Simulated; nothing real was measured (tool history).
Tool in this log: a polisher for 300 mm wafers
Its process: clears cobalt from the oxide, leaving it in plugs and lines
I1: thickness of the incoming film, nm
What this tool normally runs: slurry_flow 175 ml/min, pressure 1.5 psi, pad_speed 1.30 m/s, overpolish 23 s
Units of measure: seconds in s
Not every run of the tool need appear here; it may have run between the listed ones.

Run 1, day 0.000: usual settings but slurry_flow 200 ml/min; I1 200.3. Result: seconds 42.6 s.
Run 2, day 1.112: usual settings but pad_speed 1.44 m/s, overpolish 15 s; I1 198.9. Result: seconds 38.0 s.
At day 1.329: worn pad replaced by a new one.
Run 3, day 1.696: usual settings but pad_speed 1.44 m/s, overpolish 15 s; I1 197.4. Result: seconds 38.9 s.
Run 4, day 2.867: usual settings but pad_speed 1.44 m/s, overpolish 15 s; I1 196.2. Result: seconds 36.9 s.
Run 5, day 3.750: usual settings; I1 200.2. Result: seconds 43.6 s.
At day 3.996: slurry nozzle cleaned.
Run 6, day 5.125: usual settings; I1 202.6. Result: seconds 43.9 s.
Run 7, day 5.971: usual settings but overpolish 19 s; I1 199.0. Result: seconds 41.5 s.
Run 8, day 7.083: usual settings but overpolish 19 s; I1 201.0. Result: seconds 41.9 s.
Run 9, day 7.933: usual settings; I1 196.3. Result: seconds 40.8 s.
Run 10, day 9.304: usual settings; I1 198.2. Result: seconds 40.5 s.
Run 11, day 9.858: usual settings; I1 199.6. Result: seconds 40.1 s.
Run 12, day 10.496: usual settings but slurry_flow 135 ml/min, pressure 1.8 psi, overpolish 30 s; I1 197.7. Result: seconds 34.4 s.
Run 13, day 11.912: usual settings but slurry_flow 145 ml/min, pad_speed 1.16 m/s; I1 196.6. Result: seconds 43.2 s.
At day 12.596: worn pad replaced by a new one.
At day 14.558: slurry nozzle cleaned.
Run 14, day 15.183: usual settings but slurry_flow 205 ml/min, pressure 1.9 psi; I1 199.2. Result: seconds 29.9 s.
Run 15, day 15.808: usual settings; I1 201.0. Result: seconds 38.0 s.
Run 16, day 16.508: usual settings; I1 202.5. Result: seconds 38.7 s.
Run 17, day 17.567: usual settings; I1 200.5. Result: seconds 38.7 s.
Run 18, day 18.825: usual settings but slurry_flow 230 ml/min; I1 199.3. Result: seconds 36.4 s.
Run 19, day 19.438: usual settings but slurry_flow 120 ml/min, pressure 1.0 psi, overpolish 29 s; I1 203.6. Result: seconds 59.7 s.
At day 20.488: head pressure recalibrated.
Run 20, day 20.754: usual settings but slurry_flow 220 ml/min, pressure 1.3 psi, pad_speed 0.88 m/s; I1 203.9. Result: seconds 68.5 s.
At day 23.738: worn pad replaced by a new one.
At day 24.017: slurry nozzle cleaned.
Run 21, day 25.196: usual settings but pad_speed 1.08 m/s; I1 198.5. Result: seconds 49.3 s.
Run 22, day 25.867: usual settings but pressure 1.8 psi; I1 201.4. Result: seconds 36.3 s.
Run 23, day 27.046: usual settings but pressure 1.1 psi; I1 201.6. Result: seconds 58.6 s.
Run 24, day 28.142: usual settings but slurry_flow 150 ml/min, pressure 1.9 psi, overpolish 17 s; I1 202.1. Result: seconds 34.5 s.
Run 25, day 28.958: usual settings but slurry_flow 200 ml/min, pressure 1.2 psi; I1 199.5. Result: seconds 51.2 s.
Run 26, day 29.742: usual settings; I1 200.7. Result: seconds 42.4 s.
Run 27, day 31.133: usual settings; I1 199.9. Result: seconds 41.3 s.

Forecast run 28:
Run 28, day 31.842: usual settings but slurry_flow 125 ml/min, pressure 2.0 psi, pad_speed 1.10 m/s, overpolish 16 s; I1 199.1. Result: seconds ?.

Run 28 produced seconds 36.9 s.
Minus the tool's unlogged condition, the same run would have read seconds 38.3 s.

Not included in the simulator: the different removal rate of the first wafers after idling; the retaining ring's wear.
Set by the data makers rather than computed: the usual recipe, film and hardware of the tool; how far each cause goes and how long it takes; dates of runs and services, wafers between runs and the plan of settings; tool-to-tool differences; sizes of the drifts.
